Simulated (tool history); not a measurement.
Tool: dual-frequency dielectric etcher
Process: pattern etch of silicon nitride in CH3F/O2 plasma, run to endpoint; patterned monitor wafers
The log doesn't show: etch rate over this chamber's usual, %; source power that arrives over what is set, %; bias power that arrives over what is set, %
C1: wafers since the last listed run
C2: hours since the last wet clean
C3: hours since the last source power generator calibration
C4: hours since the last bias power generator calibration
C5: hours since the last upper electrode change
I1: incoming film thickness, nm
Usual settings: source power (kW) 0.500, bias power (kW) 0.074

{"run": 1, "day": 0.0, "source power (kW)": 0.59, "bias power (kW)": 0.074, "C1": 0, "C2": 451.1, "C3": 1316.2, "C4": 610.7, "C5": 1859.9, "I1": 82.9, "endpoint time (s)": 89.1}
{"run": 2, "day": 2.196, "source power (kW)": 0.5, "bias power (kW)": 0.087, "C1": 310, "C2": 503.8, "C3": 1368.9, "C4": 663.4, "C5": 1912.6, "I1": 82.9, "endpoint time (s)": 89.8}
{"run": 3, "day": 3.8, "source power (kW)": 0.5, "bias power (kW)": 0.087, "C1": 226, "C2": 542.3, "C3": 1407.4, "C4": 701.9, "C5": 1951.1, "I1": 83.0, "endpoint time (s)": 89.6}
{"day": 5.117, "done": "wet clean of the chamber"}
{"run": 4, "day": 5.642, "source power (kW)": 0.5, "bias power (kW)": 0.074, "C1": 118, "C2": 12.6, "C3": 1451.6, "C4": 746.1, "C5": 1995.3, "I1": 82.7, "endpoint time (s)": 96.7}
{"run": 5, "day": 8.083, "source power (kW)": 0.5, "bias power (kW)": 0.074, "C1": 344, "C2": 71.2, "C3": 1510.2, "C4": 804.7, "C5": 2053.9, "I1": 83.4, "endpoint time (s)": 97.8}
{"run": 6, "day": 10.746, "source power (kW)": 0.5, "bias power (kW)": 0.074, "C1": 376, "C2": 135.1, "C3": 1574.1, "C4": 868.6, "C5": 2117.8, "I1": 83.5, "endpoint time (s)": 96.6}
{"run": 7, "day": 12.821, "source power (kW)": 0.44, "bias power (kW)": 0.074, "C1": 293, "C2": 184.9, "C3": 1623.9, "C4": 918.4, "C5": 2167.6, "I1": 82.4, "endpoint time (s)": 97.2}
{"run": 8, "day": 14.662, "source power (kW)": 0.44, "bias power (kW)": 0.074, "C1": 260, "C2": 229.1, "C3": 1668.1, "C4": 962.6, "C5": 2211.8, "I1": 83.4, "endpoint time (s)": 99.2}
{"run": 9, "day": 17.317, "source power (kW)": 0.44, "bias power (kW)": 0.074, "C1": 374, "C2": 292.8, "C3": 1731.8, "C4": 1026.3, "C5": 2275.5, "I1": 83.4, "endpoint time (s)": 98.6}
{"run": 10, "day": 18.638, "source power (kW)": 0.46, "bias power (kW)": 0.064, "C1": 186, "C2": 324.5, "C3": 1763.5, "C4": 1058.0, "C5": 2307.2, "I1": 82.9, "endpoint time (s)": 98.8}
{"run": 11, "day": 19.996, "source power (kW)": 0.46, "bias power (kW)": 0.064, "C1": 191, "C2": 357.1, "C3": 1796.1, "C4": 1090.6, "C5": 2339.8, "I1": 84.2, "endpoint time (s)": 100.5}
{"run": 12, "day": 22.133, "source power (kW)": 0.54, "bias power (kW)": 0.074, "C1": 301, "C2": 408.4, "C3": 1847.4, "C4": 1141.9, "C5": 2391.1, "I1": 82.9, "endpoint time (s)": 91.5}
{"run": 13, "day": 23.946, "source power (kW)": 0.5, "bias power (kW)": 0.074, "C1": 256, "C2": 451.9, "C3": 1890.9, "C4": 1185.4, "C5": 2434.6, "I1": 83.8, "endpoint time (s)": 94.5}
{"run": 14, "day": 25.671, "source power (kW)": 0.5, "bias power (kW)": 0.074, "C1": 243, "C2": 493.3, "C3": 1932.3, "C4": 1226.8, "C5": 2476.0, "I1": 83.6, "endpoint time (s)": 94.1}
{"day": 28.904, "done": "wet clean of the chamber"}
{"run": 15, "day": 28.925, "source power (kW)": 0.5, "bias power (kW)": 0.074, "C1": 318, "C2": 0.5, "C3": 2010.4, "C4": 1304.9, "C5": 2554.1, "I1": 83.8, "endpoint time (s)": 97.4}
{"run": 16, "day": 30.012, "source power (kW)": 0.5, "bias power (kW)": 0.074, "C1": 153, "C2": 26.6, "C3": 2036.5, "C4": 1331.0, "C5": 2580.2, "I1": 83.9, "endpoint time (s)": 97.4}
{"run": 17, "day": 32.804, "source power (kW)": 0.5, "bias power (kW)": 0.074, "C1": 394, "C2": 93.6, "C3": 2103.5, "C4": 1398.0, "C5": 2647.2, "I1": 83.2, "endpoint time (s)": 96.5}
{"run": 18, "day": 34.962, "source power (kW)": 0.42, "bias power (kW)": 0.082, "C1": 304, "C2": 145.4, "C3": 2155.3, "C4": 1449.8, "C5": 2699.0, "I1": 83.4, "endpoint time (s)": 98.0}
{"run": 19, "day": 36.558, "source power (kW)": 0.57, "bias power (kW)": 0.081, "C1": 225, "C2": 183.7, "C3": 2193.6, "C4": 1488.1, "C5": 2737.3, "I1": 83.1, "endpoint time (s)": 90.3}
{"run": 20, "day": 38.588, "source power (kW)": 0.47, "bias power (kW)": 0.058, "C1": 286, "C2": 232.4, "C3": 2242.3, "C4": 1536.8, "C5": 2786.0, "I1": 83.6, "endpoint time (s)": 101.2}
{"run": 21, "day": 40.033, "source power (kW)": 0.43, "bias power (kW)": 0.074, "C1": 204, "C2": 267.1, "C3": 2277.0, "C4": 1571.5, "C5": 2820.7, "I1": 83.4, "endpoint time (s)": 99.9}
{"day": 41.85, "done": "upper electrode replaced"}
{"run": 22, "day": 41.871, "source power (kW)": 0.5, "bias power (kW)": 0.09, "C1": 118, "C2": 311.2, "C3": 2321.1, "C4": 1615.6, "C5": 0.5, "I1": 82.6, "endpoint time (s)": 90.2}
{"run": 23, "day": 48.108, "source power (kW)": 0.39, "bias power (kW)": 0.062, "C1": 881, "C2": 460.9, "C3": 2470.8, "C4": 1765.3, "C5": 150.2, "I1": 84.2, "endpoint time (s)": 105.0}
{"day": 48.662, "done": "bias power generator calibrated"}
{"run": 24, "day": 50.579, "source power (kW)": 0.5, "bias power (kW)": 0.085, "C1": 325, "C2": 520.2, "C3": 2530.1, "C4": 46.0, "C5": 209.5, "I1": 83.3, "endpoint time (s)": 89.8}
{"day": 51.65, "done": "source power generator calibrated"}
{"day": 51.688, "done": "wet clean of the chamber"}
{"run": 25, "day": 51.996, "source power (kW)": 0.5, "bias power (kW)": 0.074, "C1": 171, "C2": 7.4, "C3": 8.3, "C4": 80.0, "C5": 243.5, "I1": 83.0, "endpoint time (s)": 96.7}
{"run": 26, "day": 57.442, "source power (kW)": 0.5, "bias power (kW)": 0.074, "C1": 769, "C2": 138.1, "C3": 139.0, "C4": 210.7, "C5": 374.2, "I1": 83.1, "endpoint time (s)": 95.6}
{"run": 27, "day": 59.221, "source power (kW)": 0.57, "bias power (kW)": 0.074, "C1": 251, "C2": 180.8, "C3": 181.7, "C4": 253.4, "C5": 416.9, "I1": 83.6, "endpoint time (s)": 92.6}
{"run": 28, "day": 61.025, "source power (kW)": 0.5, "bias power (kW)": 0.074, "C1": 254, "C2": 224.1, "C3": 225.0, "C4": 296.7, "C5": 460.2, "I1": 84.3, "endpoint time (s)": 96.3}
{"run": 29, "day": 62.067, "source power (kW)": 0.6, "bias power (kW)": 0.089, "C1": 147, "C2": 249.1, "C3": 250.0, "C4": 321.7, "C5": 485.2, "I1": 83.6, "endpoint time (s)": 87.5}
{"run": 30, "day": 63.408, "source power (kW)": 0.5, "bias power (kW)": 0.074, "C1": 189, "C2": 281.3, "C3": 282.2, "C4": 353.9, "C5": 517.4, "I1": 83.8, "endpoint time (s)": 95.1}
{"run": 31, "day": 65.008, "source power (kW)": 0.62, "bias power (kW)": 0.09, "C1": 226, "C2": 319.7, "C3": 320.6, "C4": 392.3, "C5": 555.8, "I1": 84.0, "endpoint time (s)": 85.9}
{"run": 32, "day": 66.508, "source power (kW)": 0.5, "bias power (kW)": 0.074, "C1": 211, "C2": 355.7, "C3": 356.6, "C4": 428.3, "C5": 591.8, "I1": 83.4, "endpoint time (s)": 94.3}
{"run": 33, "day": 68.75, "source power (kW)": 0.59, "bias power (kW)": 0.082, "C1": 316, "C2": 409.5, "C3": 410.4, "C4": 482.1, "C5": 645.6, "I1": 84.2, "endpoint time (s)": 89.6}
{"run": 34, "day": 70.258, "source power (kW)": 0.5, "bias power (kW)": 0.074, "C1": 213, "C2": 445.7, "C3": 446.6, "C4": 518.3, "C5": 681.8, "I1": 83.5, "endpoint time (s)": 94.3}

Forecast run 35:
{"day": 71.733, "done": "wet clean of the chamber"}
{"run": 35, "day": 71.862, "source power (kW)": 0.55, "bias power (kW)": 0.092, "C1": 85, "C2": 3.1, "C3": 485.1, "C4": 556.8, "C5": 720.3, "I1": 82.4, "endpoint time (s)": "?"}

{"run 35": {"endpoint time (s)": 89.1}}
Without the tool's hidden state the same run would have given endpoint time (s) 88.5.

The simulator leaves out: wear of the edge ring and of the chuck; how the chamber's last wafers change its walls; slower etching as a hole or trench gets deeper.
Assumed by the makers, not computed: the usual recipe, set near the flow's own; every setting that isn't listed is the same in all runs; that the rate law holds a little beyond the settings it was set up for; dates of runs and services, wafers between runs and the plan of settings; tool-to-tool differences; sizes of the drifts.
